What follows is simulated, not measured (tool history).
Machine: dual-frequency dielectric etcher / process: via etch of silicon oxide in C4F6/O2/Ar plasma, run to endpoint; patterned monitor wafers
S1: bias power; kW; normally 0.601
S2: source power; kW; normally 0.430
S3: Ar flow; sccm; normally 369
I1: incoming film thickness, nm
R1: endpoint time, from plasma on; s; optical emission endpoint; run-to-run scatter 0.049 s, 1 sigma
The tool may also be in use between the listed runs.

| run | day | S1 | S2 | S3 | I1 | R1 |
|---|---|---|---|---|---|---|
| 1 | 0.000 | 0.601 | 0.430 | 369 | 84.6 | 16.7 |
| 2 | 1.725 | 0.601 | 0.430 | 369 | 84.0 | 16.7 |
| 3 | 2.283 | 0.670 | 0.430 | 369 | 84.7 | 16.3 |
| 4 | 2.888 | 0.601 | 0.450 | 412 | 84.2 | 16.5 |
|  | 3.346 | source power generator calibrated |
| 5 | 3.367 | 0.601 | 0.430 | 369 | 84.6 | 16.9 |
|  | 3.783 | bias power generator calibrated |
| 6 | 3.962 | 0.601 | 0.430 | 369 | 83.5 | 16.6 |
| 7 | 4.258 | 0.601 | 0.430 | 369 | 84.3 | 16.7 |
|  | 4.938 | Ar flow controller replaced |
| 8 | 4.996 | 0.601 | 0.430 | 296 | 84.8 | 16.6 |
| 9 | 5.379 | 0.601 | 0.430 | 296 | 85.5 | 16.8 |
| 10 | 5.683 | 0.601 | 0.430 | 369 | 84.2 | 16.8 |
| 11 | 6.046 | 0.601 | 0.430 | 369 | 84.5 | 16.8 |
|  | 7.108 | upper electrode replaced |
| 12 | 7.129 | 0.462 | 0.480 | 301 | 84.8 | 17.2 |
| 13 | 7.238 | 0.601 | 0.430 | 369 | 83.6 | 16.6 |
| 14 | 7.617 | 0.601 | 0.390 | 369 | 85.0 | 17.7 |
| 15 | 9.108 | 0.601 | 0.430 | 289 | 84.8 | 16.7 |
| 16 | 9.812 | 0.601 | 0.430 | 369 | 84.9 | 17.0 |
|  | 11.296 | wet clean of the chamber |
| 17 | 11.317 | 0.601 | 0.430 | 334 | 84.7 | 16.3 |
| 18 | 11.329 | 0.653 | 0.430 | 369 | 84.4 | 15.9 |
| 19 | 11.342 | 0.601 | 0.430 | 369 | 84.6 | 16.4 |
| 20 | 11.408 | 0.478 | 0.430 | 317 | 85.0 | 17.4 |
| 21 | 12.004 | 0.601 | 0.430 | 369 | 84.8 | 16.4 |
| 22 | 12.650 | 0.684 | 0.460 | 405 | 84.9 | 15.5 |
| 23 | 13.150 | 0.461 | 0.360 | 281 | 84.5 | 18.5 |
| 24 | 13.771 | 0.705 | 0.500 | 287 | 83.8 | 14.4 |
| 25 | 14.042 | 0.601 | 0.430 | 369 | 84.9 | 16.6 |
| 26 | 14.321 | 0.601 | 0.340 | 314 | 84.0 | 17.8 |
| 27 | 14.696 | 0.601 | 0.380 | 312 | 82.9 | 16.9 |
| 28 | 15.208 | 0.670 | 0.330 | 288 | 84.0 | 17.3 |
| 29 | 15.508 | 0.601 | 0.430 | 306 | 83.9 | 16.2 |
| 30 | 16.158 | 0.467 | 0.330 | 316 | 84.3 | 19.4 |

Table of differences, measured result less the result of that run with no hidden state. Run-to-run variation is the same in both. Gauge scatter possibly is not:
Hidden conditions of the tool in this case: etch rate over this chamber's usual, %; bias power that arrives over what is set, %; source power that arrives over what is set, %; Ar flow that arrives over what is set, %.
| run | R1 |
|---|---|
| 1 | +0.4 |
| 2 | +0.4 |
| 3 | +0.4 |
| 4 | +0.5 |
| 5 | +0.5 |
| 6 | +0.4 |
| 7 | +0.4 |
| 8 | +0.5 |
| 9 | +0.5 |
| 10 | +0.5 |
| 11 | +0.5 |
| 12 | +0.6 |
| 13 | +0.5 |
| 14 | +0.6 |
| 15 | +0.6 |
| 16 | +0.6 |
| 17 | +0.1 |
| 18 | +0.1 |
| 19 | +0.1 |
| 20 | +0.1 |
| 21 | +0.1 |
| 22 | +0.1 |
| 23 | +0.1 |
| 24 | +0.1 |
| 25 | +0.2 |
| 26 | +0.2 |
| 27 | +0.2 |
| 28 | +0.2 |
| 29 | +0.2 |
| 30 | +0.2 |

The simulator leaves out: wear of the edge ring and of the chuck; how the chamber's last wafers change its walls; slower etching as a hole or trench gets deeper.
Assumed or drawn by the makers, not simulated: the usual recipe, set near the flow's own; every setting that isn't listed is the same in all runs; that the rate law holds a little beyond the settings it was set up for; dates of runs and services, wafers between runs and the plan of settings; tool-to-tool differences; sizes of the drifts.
